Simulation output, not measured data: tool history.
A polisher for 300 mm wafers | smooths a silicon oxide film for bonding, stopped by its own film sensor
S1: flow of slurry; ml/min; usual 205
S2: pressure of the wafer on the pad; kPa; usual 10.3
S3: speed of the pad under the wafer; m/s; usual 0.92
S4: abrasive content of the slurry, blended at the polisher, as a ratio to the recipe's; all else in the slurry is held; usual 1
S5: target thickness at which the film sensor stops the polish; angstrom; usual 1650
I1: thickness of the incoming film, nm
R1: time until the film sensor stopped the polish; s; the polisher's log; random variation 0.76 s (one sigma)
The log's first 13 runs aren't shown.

At hour 162.6: slurry blender recalibrated.
At hour 195.5: head pressure recalibrated.
Run 14, hour 202.4: usual settings but S2 12.4 kPa; I1 210. Result: R1 71.8 s.
Run 15, hour 210.5: usual settings but S5 1780 angstrom; I1 209.6. Result: R1 59.3 s.
Run 16, hour 220.2: usual settings but S1 160 ml/min, S3 0.68 m/s, S4 0.9; I1 207.6. Result: R1 112.3 s.
Run 17, hour 228.7: usual settings but S4 1.15; I1 209.7. Result: R1 80.3 s.
Run 18, hour 237.6: usual settings but S2 9 kPa, S4 0.75, S5 1780 angstrom; I1 209.3. Result: R1 76.1 s.
Run 19, hour 244.9: usual settings; I1 211.5. Result: R1 88.3 s.
Run 20, hour 251.2: usual settings; I1 207.5. Result: R1 82.3 s.
At hour 256: worn pad replaced by a new one.
Run 21, hour 264.8: usual settings but S1 235 ml/min, S3 0.7 m/s, S5 1780 angstrom; I1 211.3. Result: R1 72.8 s.
Run 22, hour 272.4: usual settings but S1 240 ml/min, S2 9 kPa, S4 0.75; I1 213.2. Result: R1 105.8 s.
Run 23, hour 287.2: usual settings but S1 260 ml/min, S2 9 kPa, S3 0.78 m/s, S4 1.1; I1 206. Result: R1 89.9 s.
Run 24, hour 302.9: usual settings; I1 209.8. Result: R1 82.3 s.
At hour 344.6: slurry blender recalibrated.
Run 25, hour 345.1: usual settings but S3 0.82 m/s, S4 1.3, S5 1490 angstrom; I1 210.2. Result: R1 113.7 s.
Run 26, hour 359.3: usual settings but S3 0.68 m/s; I1 207.7. Result: R1 102.7 s.
Run 27, hour 365.6: usual settings but S4 0.75, S5 1500 angstrom; I1 212.1. Result: R1 131.1 s.
At hour 380.7: worn pad replaced by a new one.
Run 28, hour 381.2: usual settings but S1 230 ml/min, S2 12.4 kPa, S4 0.9, S5 1700 angstrom; I1 211. Result: R1 63.9 s.
Run 29, hour 390.4: usual settings but S5 1530 angstrom; I1 212.8. Result: R1 108.3 s.

Run 30 comes next. What will it give?
Run 30, hour 400.4: usual settings but S1 225 ml/min, S3 1.18 m/s; I1 213.2. Result: R1 ?.

{"run 30": {"R1": 69.7}}
Without the tool's hidden state the same run would have given R1 68.7 s.
